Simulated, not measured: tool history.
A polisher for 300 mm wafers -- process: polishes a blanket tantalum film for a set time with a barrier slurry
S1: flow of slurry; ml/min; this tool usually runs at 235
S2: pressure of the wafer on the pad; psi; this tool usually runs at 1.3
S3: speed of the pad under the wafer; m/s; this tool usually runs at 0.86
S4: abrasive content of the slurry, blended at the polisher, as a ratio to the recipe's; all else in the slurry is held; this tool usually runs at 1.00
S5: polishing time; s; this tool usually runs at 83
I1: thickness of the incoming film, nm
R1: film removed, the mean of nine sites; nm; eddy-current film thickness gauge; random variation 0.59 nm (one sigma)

run    hour   S1   S2    S3    S4   S5     I1    R1
  1     0.0  235  1.3  0.86  1.00   83  378.3  63.6
  2    44.6  235  1.3  0.86  1.00   83  381.3  64.4
       54.5  -- head pressure recalibrated
  3   136.4  235  1.3  0.86  1.00   83  380.0  63.3
  4   197.1  235  1.3  0.86  1.00   83  374.2  63.7
      213.6  -- slurry blender recalibrated
  5   234.5  235  1.3  0.86  1.00   83  374.4  61.2
  6   285.7  235  1.3  0.86  0.85   83  377.4  58.3
      322.5  -- worn pad replaced by a new one
  7   366.5  235  1.3  0.86  1.00   83  384.0  60.0
      427.2  -- slurry nozzle cleaned
  8   438.1  235  1.3  0.86  1.00   83  376.3  60.0
  9   523.8  235  1.3  0.86  1.00   83  379.4  59.1
      545.7  -- head pressure recalibrated
 10   613.6  235  1.3  0.86  1.10  104  378.9  76.5
      619.4  -- slurry blender recalibrated, repeated, since the last time left the tool worse
 11   699.4  235  1.3  0.86  1.10  104  378.1  84.4
 12   736.4  235  1.3  0.86  1.10  104  382.8  82.8
      802.1  -- worn pad replaced by a new one
 13   824.4  235  1.3  0.86  1.00   83  375.4  65.9
 14   875.2  235  1.3  0.86  1.00   83  382.9  64.1
 15   947.2  235  1.3  0.86  1.00   83  381.2  64.5
      959.4  -- slurry nozzle cleaned
 16  1029.7  235  1.3  0.86  1.00   83  379.5  64.5
 17  1080.7  235  0.9  0.66  1.00   93  375.6  37.4
     1091.7  -- slurry blender recalibrated
     1117.4  -- head pressure recalibrated
 18  1152.7  235  1.5  0.86  1.00   83  380.1  75.4
 19  1196.5  235  1.3  0.86  1.00   83  385.4  65.4
     1241.8  -- worn pad replaced by a new one
 20  1276.8  275  1.3  0.64  1.15  109  383.9  65.6
 21  1340.2  235  1.3  0.86  1.00   83  379.9  64.3
 22  1380.4  235  1.3  1.04  0.75   83  381.0  72.2
     1461.3  -- slurry nozzle cleaned
     1481.7  -- slurry blender recalibrated
 23  1607.1  235  1.3  0.86  1.00  110  379.0  86.4
     1624.8  -- head pressure recalibrated
 24  1644.0  235  1.3  0.86  1.00   83  379.3  64.3
 25  1689.6  235  1.5  0.86  1.00   98  379.5  88.6
     1731.8  -- worn pad replaced by a new one
 26  1779.6  235  0.9  0.62  1.25   72  376.1  29.1
 27  1842.6  260  1.3  0.86  1.00  108  379.8  83.8
     1898.4  -- slurry blender recalibrated
 28  1905.2  235  1.3  0.68  1.00   83  376.6  51.3
     1925.0  -- slurry nozzle cleaned
 29  1985.9  235  1.3  0.86  1.00   83  383.8  65.1
 30  2052.1  235  1.3  0.62  1.00   83  380.2  46.7
 31  2088.5  235  1.3  0.86  1.00   94  380.8  74.1

Predict each of these 3 candidate next runs independently; none follows another, all start after run 31:
  A  2088.9  235  1.0  0.86  1.00  83  379.5   ?
  B  2088.9  295  1.3  0.86  1.00  74  379.5   ?
  C  2088.9  235  1.8  0.86  1.00  94  379.5   ?

run     R1
  A   50.4
  B   59.9
  C  102.7
The same runs, with their run-to-run variation unchanged, on a tool lacking any hidden condition would have given:
run     R1
  A   51.3
  B   60.9
  C  104.5
